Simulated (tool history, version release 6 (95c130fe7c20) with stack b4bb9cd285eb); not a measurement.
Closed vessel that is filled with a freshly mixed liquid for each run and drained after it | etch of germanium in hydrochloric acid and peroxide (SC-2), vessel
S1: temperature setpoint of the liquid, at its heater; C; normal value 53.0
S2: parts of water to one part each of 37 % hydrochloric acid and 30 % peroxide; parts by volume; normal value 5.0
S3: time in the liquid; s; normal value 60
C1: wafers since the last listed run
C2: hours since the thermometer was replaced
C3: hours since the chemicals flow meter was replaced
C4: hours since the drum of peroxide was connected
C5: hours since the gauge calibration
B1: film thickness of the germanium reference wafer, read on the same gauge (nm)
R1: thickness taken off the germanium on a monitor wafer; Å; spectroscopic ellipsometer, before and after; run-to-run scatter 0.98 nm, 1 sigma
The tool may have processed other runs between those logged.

{"run": 1, "hour": 0.0, "S1": 50.5, "S2": 5.0, "S3": 60, "C1": 0, "C2": 1885.7, "C3": 398.2, "C4": 856.8, "C5": 763.3, "B1": 110.0, "R1": 1145.1}
{"run": 2, "hour": 96.2, "S1": 50.5, "S2": 5.0, "S3": 60, "C1": 9011, "C2": 1981.9, "C3": 494.4, "C4": 953.0, "C5": 859.5, "B1": 109.99, "R1": 1144.4}
{"run": 3, "hour": 190.0, "S1": 50.5, "S2": 5.0, "S3": 60, "C1": 8786, "C2": 2075.7, "C3": 588.2, "C4": 1046.8, "C5": 953.3, "B1": 110.0, "R1": 1156.3}
{"hour": 249.7, "done": "chemicals flow meter replaced"}
{"run": 4, "hour": 254.5, "S1": 53.0, "S2": 5.0, "S3": 60, "C1": 5948, "C2": 2140.2, "C3": 4.8, "C4": 1111.3, "C5": 1017.8, "B1": 110.0, "R1": 1244.2}
{"run": 5, "hour": 327.6, "S1": 53.0, "S2": 5.0, "S3": 60, "C1": 6847, "C2": 2213.3, "C3": 77.9, "C4": 1184.4, "C5": 1090.9, "B1": 109.99, "R1": 1231.9}
{"run": 6, "hour": 409.4, "S1": 53.0, "S2": 5.0, "S3": 60, "C1": 7662, "C2": 2295.1, "C3": 159.7, "C4": 1266.2, "C5": 1172.7, "B1": 109.97, "R1": 1237.0}
{"run": 7, "hour": 523.7, "S1": 53.0, "S2": 5.5, "S3": 40, "C1": 10707, "C2": 2409.4, "C3": 274.0, "C4": 1380.5, "C5": 1287.0, "B1": 110.0, "R1": 823.5}
{"hour": 581.7, "done": "new drum of peroxide connected"}
{"run": 8, "hour": 584.5, "S1": 53.0, "S2": 5.5, "S3": 40, "C1": 5601, "C2": 2470.2, "C3": 334.8, "C4": 2.8, "C5": 1347.8, "B1": 109.99, "R1": 825.4}
{"run": 9, "hour": 690.3, "S1": 53.0, "S2": 5.5, "S3": 40, "C1": 9911, "C2": 2576.0, "C3": 440.6, "C4": 108.6, "C5": 1453.6, "B1": 110.02, "R1": 831.1}
{"run": 10, "hour": 735.4, "S1": 53.0, "S2": 5.0, "S3": 60, "C1": 4224, "C2": 2621.1, "C3": 485.7, "C4": 153.7, "C5": 1498.7, "B1": 110.01, "R1": 1233.3}
{"hour": 762.4, "done": "chemicals flow meter replaced"}
{"run": 11, "hour": 795.4, "S1": 60.0, "S2": 4.5, "S3": 60, "C1": 5526, "C2": 2681.1, "C3": 33.0, "C4": 213.7, "C5": 1558.7, "B1": 109.98, "R1": 1527.0}
{"hour": 829.9, "done": "gauge calibrated"}
{"hour": 914.2, "done": "thermometer replaced"}
{"run": 12, "hour": 976.9, "S1": 53.0, "S2": 5.0, "S3": 60, "C1": 16908, "C2": 62.7, "C3": 214.5, "C4": 395.2, "C5": 147.0, "B1": 109.99, "R1": 1247.7}
{"run": 13, "hour": 1068.9, "S1": 62.0, "S2": 6.0, "S3": 60, "C1": 8618, "C2": 154.7, "C3": 306.5, "C4": 487.2, "C5": 239.0, "B1": 110.0, "R1": 1618.6}
{"run": 14, "hour": 1109.7, "S1": 48.5, "S2": 4.0, "S3": 75, "C1": 3822, "C2": 195.5, "C3": 347.3, "C4": 528.0, "C5": 279.8, "B1": 109.97, "R1": 1352.9}
{"run": 15, "hour": 1187.8, "S1": 53.0, "S2": 5.0, "S3": 60, "C1": 7316, "C2": 273.6, "C3": 425.4, "C4": 606.1, "C5": 357.9, "B1": 109.99, "R1": 1249.8}
{"run": 16, "hour": 1240.1, "S1": 58.0, "S2": 7.5, "S3": 35, "C1": 4899, "C2": 325.9, "C3": 477.7, "C4": 658.4, "C5": 410.2, "B1": 110.0, "R1": 831.1}
{"run": 17, "hour": 1344.4, "S1": 53.0, "S2": 5.0, "S3": 60, "C1": 9770, "C2": 430.2, "C3": 582.0, "C4": 762.7, "C5": 514.5, "B1": 109.99, "R1": 1246.2}
{"hour": 1385.2, "done": "chemicals flow meter replaced"}
{"run": 18, "hour": 1390.8, "S1": 46.5, "S2": 4.0, "S3": 75, "C1": 4252, "C2": 476.6, "C3": 5.6, "C4": 809.1, "C5": 560.9, "B1": 110.0, "R1": 1272.1}
{"run": 19, "hour": 1454.1, "S1": 53.0, "S2": 5.0, "S3": 60, "C1": 5929, "C2": 539.9, "C3": 68.9, "C4": 872.4, "C5": 624.2, "B1": 110.02, "R1": 1232.9}
{"run": 20, "hour": 1516.8, "S1": 53.0, "S2": 5.0, "S3": 60, "C1": 5873, "C2": 602.6, "C3": 131.6, "C4": 935.1, "C5": 686.9, "B1": 110.04, "R1": 1218.1}
{"run": 21, "hour": 1618.8, "S1": 59.5, "S2": 4.0, "S3": 85, "C1": 9555, "C2": 704.6, "C3": 233.6, "C4": 1037.1, "C5": 788.9, "B1": 109.97, "R1": 2177.0}
{"run": 22, "hour": 1656.5, "S1": 46.0, "S2": 5.0, "S3": 60, "C1": 3531, "C2": 742.3, "C3": 271.3, "C4": 1074.8, "C5": 826.6, "B1": 110.02, "R1": 980.1}
{"run": 23, "hour": 1721.2, "S1": 45.0, "S2": 6.5, "S3": 35, "C1": 6060, "C2": 807.0, "C3": 336.0, "C4": 1139.5, "C5": 891.3, "B1": 109.99, "R1": 557.2}
{"run": 24, "hour": 1810.7, "S1": 49.0, "S2": 4.0, "S3": 60, "C1": 8384, "C2": 896.5, "C3": 425.5, "C4": 1229.0, "C5": 980.8, "B1": 110.01, "R1": 1096.4}
{"run": 25, "hour": 1900.3, "S1": 53.0, "S2": 5.0, "S3": 60, "C1": 8393, "C2": 986.1, "C3": 515.1, "C4": 1318.6, "C5": 1070.4, "B1": 110.01, "R1": 1236.5}
{"hour": 1902.0, "done": "chemicals flow meter replaced"}
{"run": 26, "hour": 1968.5, "S1": 56.0, "S2": 5.0, "S3": 60, "C1": 6295, "C2": 1054.3, "C3": 66.5, "C4": 1386.8, "C5": 1138.6, "B1": 109.99, "R1": 1364.3}
{"run": 27, "hour": 2016.4, "S1": 53.0, "S2": 7.5, "S3": 80, "C1": 4487, "C2": 1102.2, "C3": 114.4, "C4": 1434.7, "C5": 1186.5, "B1": 110.01, "R1": 1627.3}
{"hour": 2033.4, "done": "new drum of peroxide connected"}
{"run": 28, "hour": 2063.3, "S1": 53.0, "S2": 5.0, "S3": 95, "C1": 4299, "C2": 1149.1, "C3": 161.3, "C4": 29.9, "C5": 1233.4, "B1": 110.0, "R1": 1984.7}
{"run": 29, "hour": 2106.8, "S1": 53.0, "S2": 5.0, "S3": 60, "C1": 4074, "C2": 1192.6, "C3": 204.8, "C4": 73.4, "C5": 1276.9, "B1": 110.01, "R1": 1244.2}

5 ways to go on from here, each from the tool as it stands after run 29. What would each give?
{"run": "A", "hour": 2107.5, "S1": 53.0, "S2": 5.0, "S3": 60, "C1": 65, "C2": 1193.3, "C3": 205.5, "C4": 74.1, "C5": 1277.6, "B1": "?", "R1": "?"}
{"run": "B", "hour": 2107.5, "S1": 53.0, "S2": 4.0, "S3": 95, "C1": 65, "C2": 1193.3, "C3": 205.5, "C4": 74.1, "C5": 1277.6, "B1": "?", "R1": "?"}
{"run": "C", "hour": 2107.5, "S1": 53.0, "S2": 5.0, "S3": 40, "C1": 65, "C2": 1193.3, "C3": 205.5, "C4": 74.1, "C5": 1277.6, "B1": "?", "R1": "?"}
{"run": "D", "hour": 2107.5, "S1": 53.0, "S2": 6.5, "S3": 75, "C1": 65, "C2": 1193.3, "C3": 205.5, "C4": 74.1, "C5": 1277.6, "B1": "?", "R1": "?"}
{"run": "E", "hour": 2107.5, "S1": 60.5, "S2": 6.0, "S3": 45, "C1": 65, "C2": 1193.3, "C3": 205.5, "C4": 74.1, "C5": 1277.6, "B1": "?", "R1": "?"}

run=A B1=109.98 R1=1240.2
run=B B1=109.98 R1=1971.5
run=C B1=109.98 R1=826.8
run=D B1=109.98 R1=1535.0
run=E B1=109.98 R1=1163.2
The same runs, with their run-to-run variation unchanged, on a tool lacking any hidden condition would have given:
run=A R1=1240.2
run=B R1=1971.5
run=C R1=826.8
run=D R1=1535.0
run=E R1=1163.2
